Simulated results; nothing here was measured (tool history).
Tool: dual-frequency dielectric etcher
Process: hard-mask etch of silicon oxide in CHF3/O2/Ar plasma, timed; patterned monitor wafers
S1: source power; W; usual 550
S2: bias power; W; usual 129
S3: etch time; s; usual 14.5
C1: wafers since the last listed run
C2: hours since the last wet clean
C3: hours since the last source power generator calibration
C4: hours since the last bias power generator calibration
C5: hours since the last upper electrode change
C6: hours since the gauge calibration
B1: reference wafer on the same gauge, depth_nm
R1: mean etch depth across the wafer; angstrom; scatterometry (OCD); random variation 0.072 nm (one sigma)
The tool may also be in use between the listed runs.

run 1 hour=0.0 | S1=550 S2=129 S3=13.5 | C1=0 C2=299.6 C3=1757.5 C4=3226.1 C5=4648.2 C6=268.4 | B1=26.39 | R1=211.3
run 2 hour=87.7 | S1=550 S2=129 S3=13.5 | C1=1183 C2=387.3 C3=1845.2 C4=3313.8 C5=4735.9 C6=356.1 | B1=26.41 | R1=209.5
run 3 hour=142.9 | S1=550 S2=129 S3=14.5 | C1=744 C2=442.5 C3=1900.4 C4=3369.0 C5=4791.1 C6=411.3 | B1=26.41 | R1=224.1
-- hour=219.9 wet clean of the chamber
run 4 hour=240.9 | S1=550 S2=129 S3=16.0 | C1=998 C2=21.0 C3=1998.4 C4=3467.0 C5=4889.1 C6=509.3 | B1=26.41 | R1=254.0
run 5 hour=347.4 | S1=550 S2=129 S3=16.0 | C1=1436 C2=127.5 C3=2104.9 C4=3573.5 C5=4995.6 C6=615.8 | B1=26.43 | R1=252.4
run 6 hour=427.3 | S1=550 S2=129 S3=14.5 | C1=1077 C2=207.4 C3=2184.8 C4=3653.4 C5=5075.5 C6=695.7 | B1=26.38 | R1=227.2
-- hour=693.7 upper electrode replaced
run 7 hour=731.7 | S1=550 S2=129 S3=14.5 | C1=3782 C2=511.8 C3=2489.2 C4=3957.8 C5=38.0 C6=1000.1 | B1=26.39 | R1=224.8
-- hour=766.2 wet clean of the chamber
run 8 hour=798.0 | S1=550 S2=129 S3=14.5 | C1=570 C2=31.8 C3=2555.5 C4=4024.1 C5=104.3 C6=1066.4 | B1=26.42 | R1=229.7
run 9 hour=904.7 | S1=550 S2=129 S3=14.5 | C1=1439 C2=138.5 C3=2662.2 C4=4130.8 C5=211.0 C6=1173.1 | B1=26.43 | R1=228.5
run 10 hour=955.0 | S1=550 S2=129 S3=14.5 | C1=678 C2=188.8 C3=2712.5 C4=4181.1 C5=261.3 C6=1223.4 | B1=26.40 | R1=228.9
run 11 hour=1040.4 | S1=550 S2=129 S3=14.5 | C1=1152 C2=274.2 C3=2797.9 C4=4266.5 C5=346.7 C6=1308.8 | B1=26.38 | R1=226.0
run 12 hour=1107.7 | S1=550 S2=129 S3=14.5 | C1=907 C2=341.5 C3=2865.2 C4=4333.8 C5=414.0 C6=1376.1 | B1=26.43 | R1=225.7
run 13 hour=1147.5 | S1=550 S2=129 S3=12.5 | C1=536 C2=381.3 C3=2905.0 C4=4373.6 C5=453.8 C6=1415.9 | B1=26.37 | R1=194.4
run 14 hour=1235.8 | S1=550 S2=129 S3=12.5 | C1=1191 C2=469.6 C3=2993.3 C4=4461.9 C5=542.1 C6=1504.2 | B1=26.40 | R1=194.5
-- hour=1316.3 wet clean of the chamber
run 15 hour=1316.8 | S1=600 S2=129 S3=14.5 | C1=768 C2=0.5 C3=3074.3 C4=4542.9 C5=623.1 C6=1585.2 | B1=26.41 | R1=241.1
-- hour=1319.9 gauge calibrated
run 16 hour=1358.7 | S1=490 S2=129 S3=14.5 | C1=565 C2=42.4 C3=3116.2 C4=4584.8 C5=665.0 C6=38.8 | B1=26.41 | R1=220.8
run 17 hour=1438.4 | S1=550 S2=129 S3=19.0 | C1=1075 C2=122.1 C3=3195.9 C4=4664.5 C5=744.7 C6=118.5 | B1=26.41 | R1=301.3
-- hour=1458.7 source power generator calibrated
-- hour=1471.4 bias power generator calibrated
run 18 hour=1539.0 | S1=550 S2=129 S3=14.5 | C1=1249 C2=222.7 C3=80.3 C4=67.6 C5=845.3 C6=219.1 | B1=26.40 | R1=224.4
run 19 hour=1603.1 | S1=550 S2=129 S3=14.5 | C1=864 C2=286.8 C3=144.4 C4=131.7 C5=909.4 C6=283.2 | B1=26.39 | R1=224.4
run 20 hour=1688.6 | S1=550 S2=105 S3=14.5 | C1=1153 C2=372.3 C3=229.9 C4=217.2 C5=994.9 C6=368.7 | B1=26.41 | R1=215.6
run 21 hour=1748.4 | S1=440 S2=152 S3=14.5 | C1=806 C2=432.1 C3=289.7 C4=277.0 C5=1054.7 C6=428.5 | B1=26.43 | R1=211.1
run 22 hour=1786.7 | S1=550 S2=129 S3=14.5 | C1=516 C2=470.4 C3=328.0 C4=315.3 C5=1093.0 C6=466.8 | B1=26.42 | R1=222.9
-- hour=1820.6 wet clean of the chamber
run 23 hour=1874.6 | S1=550 S2=102 S3=12.5 | C1=862 C2=54.0 C3=415.9 C4=403.2 C5=1180.9 C6=554.7 | B1=26.39 | R1=186.7
run 24 hour=1916.3 | S1=550 S2=129 S3=14.5 | C1=562 C2=95.7 C3=457.6 C4=444.9 C5=1222.6 C6=596.4 | B1=26.39 | R1=227.4
run 25 hour=1998.0 | S1=550 S2=129 S3=14.5 | C1=1102 C2=177.4 C3=539.3 C4=526.6 C5=1304.3 C6=678.1 | B1=26.39 | R1=226.9
run 26 hour=2039.4 | S1=430 S2=152 S3=11.5 | C1=558 C2=218.8 C3=580.7 C4=568.0 C5=1345.7 C6=719.5 | B1=26.40 | R1=168.3
run 27 hour=2096.2 | S1=620 S2=139 S3=15.5 | C1=766 C2=275.6 C3=637.5 C4=624.8 C5=1402.5 C6=776.3 | B1=26.42 | R1=258.3
run 28 hour=2159.6 | S1=690 S2=147 S3=19.0 | C1=855 C2=339.0 C3=700.9 C4=688.2 C5=1465.9 C6=839.7 | B1=26.38 | R1=335.7
-- hour=2283.2 wet clean of the chamber
run 29 hour=2283.7 | S1=550 S2=114 S3=14.5 | C1=1350 C2=0.5 C3=825.0 C4=812.3 C5=1590.0 C6=963.8 | B1=26.38 | R1=224.9
run 30 hour=2352.5 | S1=630 S2=129 S3=14.5 | C1=928 C2=69.3 C3=893.8 C4=881.1 C5=1658.8 C6=1032.6 | B1=26.41 | R1=240.8

Give the tool's hidden conditions for every run:
bias power that arrives over what is set, %: 0, the same for each run
gauge reads high (%): 0, the same for each run
H1: etch rate over this chamber's usual, %
H2: source power that arrives over what is set, %
run=1 H1=-1.59 H2=4.36
run=2 H1=-2.06 H2=4.44
run=3 H1=-2.35 H2=4.49
run=4 H1=-0.231 H2=4.57
run=5 H1=-0.793 H2=4.65
run=6 H1=-1.21 H2=4.7
run=7 H1=-2.82 H2=4.88
run=8 H1=-0.451 H2=4.91
run=9 H1=-1.01 H2=4.96
run=10 H1=-1.28 H2=4.98
run=11 H1=-1.73 H2=5.01
run=12 H1=-2.08 H2=5.04
run=13 H1=-2.29 H2=5.05
run=14 H1=-2.76 H2=5.08
run=15 H1=0.406 H2=5.1
run=16 H1=0.185 H2=5.12
run=17 H1=-0.235 H2=5.14
run=18 H1=-0.765 H2=0.887
run=19 H1=-1.1 H2=1.16
run=20 H1=-1.55 H2=1.51
run=21 H1=-1.87 H2=1.73
run=22 H1=-2.07 H2=1.87
run=23 H1=-0.15 H2=2.17
run=24 H1=-0.37 H2=2.31
run=25 H1=-0.801 H2=2.55
run=26 H1=-1.02 H2=2.67
run=27 H1=-1.32 H2=2.83
run=28 H1=-1.65 H2=2.99
run=29 H1=-0.134 H2=3.29
run=30 H1=-0.497 H2=3.44
